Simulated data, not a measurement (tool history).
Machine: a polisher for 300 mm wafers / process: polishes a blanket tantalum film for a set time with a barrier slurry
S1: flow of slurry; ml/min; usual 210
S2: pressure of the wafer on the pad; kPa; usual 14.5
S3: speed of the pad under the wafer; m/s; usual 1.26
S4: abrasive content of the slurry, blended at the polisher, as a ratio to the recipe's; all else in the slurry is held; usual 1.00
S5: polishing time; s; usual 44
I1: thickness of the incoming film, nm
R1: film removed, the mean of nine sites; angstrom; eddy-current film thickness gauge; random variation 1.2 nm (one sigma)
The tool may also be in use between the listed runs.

run    hour   S1    S2    S3    S4  S5     I1    R1
  1     0.0  210  14.5  1.26  1.00  44  270.1   847
  2    42.6  210  14.5  1.26  1.00  44  266.1   807
  3   134.3  210  14.5  1.26  1.00  44  271.2   791
      157.1  -- slurry blender recalibrated
  4   215.3  210  14.5  1.26  1.00  44  275.1   771
  5   299.5  210  14.5  1.44  1.00  44  264.2   903
      313.3  -- head pressure recalibrated
  6   393.4  210  14.5  1.44  1.00  44  267.1   885
  7   458.8  210  14.5  1.26  1.20  44  266.3   787
      542.1  -- slurry nozzle cleaned
  8   546.1  210  14.5  1.26  1.20  44  274.3   864
  9   594.8  210  14.5  1.26  1.20  44  271.1   875
 10   648.5  185  14.5  1.26  1.15  44  274.1   833
      669.5  -- worn pad replaced by a new one
 11   748.8  210  14.5  1.56  1.00  30  270.8   702
 12   815.2  180  14.5  0.92  1.00  44  273.0   561
 13   880.0  210  15.9  1.26  1.00  39  270.3   771
      902.3  -- slurry blender recalibrated
 14   958.7  210  14.5  1.26  1.00  44  272.2   785
      986.5  -- head pressure recalibrated
 15   996.2  210  13.1  1.26  0.90  44  275.6   708
 16  1058.2  285  14.5  1.00  1.00  48  271.2   729
 17  1162.4  210  12.4  1.02  1.00  44  273.5   560
     1220.8  -- slurry nozzle cleaned
     1336.6  -- worn pad replaced by a new one
 18  1485.9  210  14.5  1.26  1.00  44  273.8   810
 19  1560.1  210  14.5  1.04  1.00  44  269.2   653
     1601.4  -- slurry blender recalibrated
     1621.2  -- head pressure recalibrated
 20  1664.0  265  13.1  1.26  0.80  58  270.2   957
 21  1743.7  210  14.5  1.66  1.10  44  271.5  1050
 22  1795.1  210  14.5  1.26  1.00  44  271.4   791
 23  1843.7  210  14.5  1.26  0.85  44  269.3   771
     1862.2  -- slurry nozzle cleaned
 24  1893.1  210  12.4  1.26  1.00  50  272.2   820
     1962.3  -- worn pad replaced by a new one
 25  1986.6  210  14.5  1.26  1.00  44  272.3   834
 26  2118.1  210  14.5  1.26  1.00  35  273.5   643
 27  2200.3  210  16.5  0.96  1.00  37  272.5   573
     2271.7  -- head pressure recalibrated
     2284.2  -- slurry blender recalibrated
 28  2298.3  235  14.5  1.26  1.15  52  267.5  1000
 29  2351.5  210  14.5  1.26  1.00  44  274.4   776
 30  2419.7  250  19.3  1.26  1.00  44  270.2  1053
     2465.9  -- slurry nozzle cleaned
 31  2505.6  210  10.3  1.62  0.70  49  266.2   786

Run-by-run hidden state of the tool:
removal rate lost through wear of the pad, %: 0 in every run
deviation of the head's pressure from its setpoint, %: 0 in every run
abrasive missing from the slurry, %: 0 in every run
H1: slurry flow missing at the pad, %
run    H1
  1    17
  2    21
  3  27.3
  4  31.2
  5    34
  6  36.1
  7  37.1
  8  1.01
  9  7.87
 10  13.9
 11  22.1
 12  25.8
 13  28.5
 14    31
 15  31.8
 16    33
 17  34.4
 18    26
 19  29.2
 20  32.2
 21  33.8
 22  34.5
 23  35.1
 24  6.21
 25  16.9
 26  26.1
 27  29.7
 28  32.7
 29  33.8
 30  34.9
 31  9.23
